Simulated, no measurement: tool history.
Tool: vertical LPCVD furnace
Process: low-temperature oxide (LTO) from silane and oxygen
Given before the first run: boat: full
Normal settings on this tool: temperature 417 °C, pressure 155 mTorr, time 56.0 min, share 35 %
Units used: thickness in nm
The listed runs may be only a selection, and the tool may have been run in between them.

run,hour,temperature,pressure,time,share,"read-back reference wafer on the same gauge, thickness",thickness
1,0.0,417,175,56.0,35,334.84,381.58
2,13.1,417,175,56.0,35,335.12,382.94
3,30.3,417,175,56.0,35,335.30,382.60
4,46.4,417,155,56.0,35,335.28,339.04
5,58.1,417,155,56.0,35,335.56,339.56
6,64.7,417,155,56.0,35,335.33,339.35
# hour 93.6: silane flow controller replaced
7,94.1,417,155,56.0,35,335.64,339.66
8,98.0,417,155,68.5,35,335.70,415.67
9,101.9,417,155,68.5,35,335.67,415.29
# hour 137.8: pressure gauge zeroed
# hour 147.6: gauge calibrated
# hour 148.3: thermocouples replaced and temperature profile calibrated
10,148.8,417,155,69.0,35,332.03,413.70
11,152.7,417,155,69.0,35,332.07,414.04
12,156.6,417,155,69.0,35,332.38,413.64
13,160.5,411,125,65.5,31,332.31,251.97
14,166.7,409,120,50.0,30,332.45,172.13
15,174.6,417,155,56.0,35,332.85,337.20
16,180.8,406,155,71.0,40,332.93,448.62
17,188.8,417,175,56.0,35,333.24,381.29
18,205.8,417,185,65.5,35,333.71,472.67
19,216.1,417,155,56.0,35,333.82,337.32
20,232.5,417,135,56.0,42,334.28,366.38
21,246.3,417,170,41.0,35,334.59,271.74
22,254.3,417,155,56.0,31,334.56,287.93
23,268.1,410,155,56.0,35,334.77,314.33
24,289.7,417,155,69.0,35,334.92,417.35

Pick out some run-to-run changes in thickness. Of each, how much would a tool without hidden state show as well, from the settings, what came in and chance, and how much is left for the hidden state and any gauge scatter not in both results compared?
The tool's hidden condition here consists of: true tube temperature minus thermocouple reading, K; true pressure minus gauge reading, mTorr; deviation of the silane flow from its setpoint, %; gauge reads high (%).
Run 9 -> 10: time 68.5 -> 69.0, pressure gauge zeroed, gauge calibrated, thermocouples replaced and temperature profile calibrated. thickness -1.59 nm: hidden state -4.76, all else +3.17.
Run 12 -> 13: temperature 417 -> 411, pressure 155 -> 125, time 69.0 -> 65.5, share 35 -> 31. thickness -161.67 nm: hidden state +0.03, all else -161.70.
Run 14 -> 15: temperature 409 -> 417, pressure 120 -> 155, time 50.0 -> 56.0, share 30 -> 35. thickness +165.07 nm: hidden state +0.54, all else +164.53.
Run 23 -> 24: temperature 410 -> 417, time 56.0 -> 69.0. thickness +103.02 nm: hidden state +1.16, all else +101.86.
